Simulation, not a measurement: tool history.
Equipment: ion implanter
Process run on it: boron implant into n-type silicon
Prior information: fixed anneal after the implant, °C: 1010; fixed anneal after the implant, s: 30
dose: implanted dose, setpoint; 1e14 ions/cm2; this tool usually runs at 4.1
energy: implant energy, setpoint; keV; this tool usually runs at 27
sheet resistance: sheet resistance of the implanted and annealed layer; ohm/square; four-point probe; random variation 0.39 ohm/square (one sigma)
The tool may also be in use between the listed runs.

run	hour	dose	energy	read-back reference wafer on the same gauge, sheet resistance	sheet resistance
1	0	4.1	27	218.91	264.88
2	64.7	4.1	20	218.99	274.47
3	90.5	4.1	27	219.04	266.07
4	136.4	4.1	27	218.98	265.19
5	194.3	4.39	27	219.03	252.14
6	223	4.39	27	218.95	251.28
7	288.6	4.39	27	219.04	251.2
8	356.3	4.1	19.5	218.98	275.19
9	380.4	4.1	19.5	219.1	275.13
10	429.8	4.1	27	219.06	265.11
11	501.7	4.1	27	219.05	266.7
12	535.6	4.35	27	219.02	253.71
13	589.8	4.35	27	219.04	253.74
14	628.3	4.89	27	219.04	230.48
15	664.6	4.89	27	218.95	230.28
16	697.3	4.89	27	218.98	230.61
17	762.2	3.19	27	219.02	324.93
# hour 793.4: gauge calibrated
18	808.4	3.52	27	219.1	300.64
# hour 820: Faraday cup replaced and dose calibrated
19	847.2	4.1	27	219.01	261.81
20	923.4	4.35	27	219.08	250.26
# hour 938.5: extraction supply calibrated
21	984.4	3.46	23.5	219.06	305.6
22	1049.8	4.1	27	219.07	262.87
23	1105.2	4.71	24.5	219.01	238
24	1157.3	4.78	35.5	218.96	225.58
25	1190.3	3.03	22	219.11	343.04
26	1250.1	3.36	36	219.07	300.74
27	1297	4.1	27	219.1	263.84
28	1324.8	4.1	27	219.08	263.67
29	1395.8	4.1	30	218.98	261.05

What does the tool deliver on the next run?
30	1424.3	4.1	27	?	?

Logged for run 30: read-back reference wafer on the same gauge, sheet resistance 219.04, sheet resistance 264.06 ohm/square.
If the tool had no hidden condition, the same run with the same run-to-run variation would have returned sheet resistance 261.64 ohm/square.
